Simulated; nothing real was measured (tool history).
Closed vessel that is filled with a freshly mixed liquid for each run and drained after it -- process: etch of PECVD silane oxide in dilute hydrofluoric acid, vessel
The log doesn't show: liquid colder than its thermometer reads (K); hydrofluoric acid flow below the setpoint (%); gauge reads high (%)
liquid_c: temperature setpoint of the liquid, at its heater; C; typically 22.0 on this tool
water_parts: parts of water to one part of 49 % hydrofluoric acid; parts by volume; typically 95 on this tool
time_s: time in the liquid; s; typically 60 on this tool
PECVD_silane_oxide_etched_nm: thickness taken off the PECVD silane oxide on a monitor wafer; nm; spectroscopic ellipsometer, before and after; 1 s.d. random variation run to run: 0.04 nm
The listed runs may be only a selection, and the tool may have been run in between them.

run,hour,liquid_c,water_parts,time_s,wafers since the last listed run,hours since the thermometer was replaced,hours since the hydrofluoric acid flow meter was replaced,hours since the gauge calibration,"read-back film thickness of the PECVD silane oxide reference wafer, read on the same gauge (nm)",PECVD_silane_oxide_etched_nm
1,0.0,22.0,95,60,0,1097.3,683.1,190.7,69.98,9.25
2,32.4,22.0,80,60,4033,1129.7,715.5,223.1,70.04,11.12
3,44.5,22.0,80,60,1506,1141.8,727.6,235.2,69.98,11.09
4,74.2,22.0,120,60,3697,1171.5,757.3,264.9,70.00,7.04
5,90.9,22.0,120,60,2078,1188.2,774.0,281.6,69.96,7.03
6,117.9,22.0,95,60,3360,1215.2,801.0,308.6,69.98,9.14
7,138.1,22.0,95,60,2514,1235.4,821.2,328.8,69.98,9.12
8,172.8,22.0,95,60,4319,1270.1,855.9,363.5,69.99,9.14
9,186.1,22.0,95,50,1655,1283.4,869.2,376.8,69.99,7.62
# hour 204.5: hydrofluoric acid flow meter replaced
10,216.3,22.0,95,60,3634,1313.6,11.8,407.0,69.97,9.64
11,249.3,22.0,80,40,4107,1346.6,44.8,440.0,70.02,7.70
12,268.6,22.0,80,40,2402,1365.9,64.1,459.3,69.98,7.70
# hour 278.2: gauge calibrated
13,303.5,22.0,95,45,4344,1400.8,99.0,25.3,70.03,7.09
14,334.0,22.0,95,60,3796,1431.3,129.5,55.8,69.97,9.54
15,351.6,23.5,50,35,2190,1448.9,147.1,73.4,70.03,11.85
16,364.3,25.5,120,60,1580,1461.6,159.8,86.1,69.99,8.35
# hour 379.6: thermometer replaced
17,385.9,22.0,95,30,2564,6.3,181.4,107.7,69.99,4.77
18,415.0,19.0,75,70,3622,35.4,210.5,136.8,70.04,12.67
19,428.0,26.0,140,70,1618,48.4,223.5,149.8,69.98,8.34
20,457.7,22.0,95,60,3697,78.1,253.2,179.5,70.00,9.47
21,469.8,22.0,140,90,1506,90.2,265.3,191.6,70.00,9.14
22,491.2,22.0,95,80,2663,111.6,286.7,213.0,70.03,12.56
23,506.5,26.5,110,85,1904,126.9,302.0,228.3,69.97,13.53
24,528.7,20.0,95,80,2763,149.1,324.2,250.5,69.98,11.61

Per-run results on a tool with no hidden state, each run keeping its own random variation:
run,PECVD_silane_oxide_etched_nm
1,9.67
2,11.64
3,11.62
4,7.40
5,7.41
6,9.63
7,9.62
8,9.66
9,8.06
10,9.69
11,7.76
12,7.76
13,7.16
14,9.66
15,12.00
16,8.47
17,4.85
18,12.88
19,8.50
20,9.66
21,9.34
22,12.84
23,13.86
24,11.90
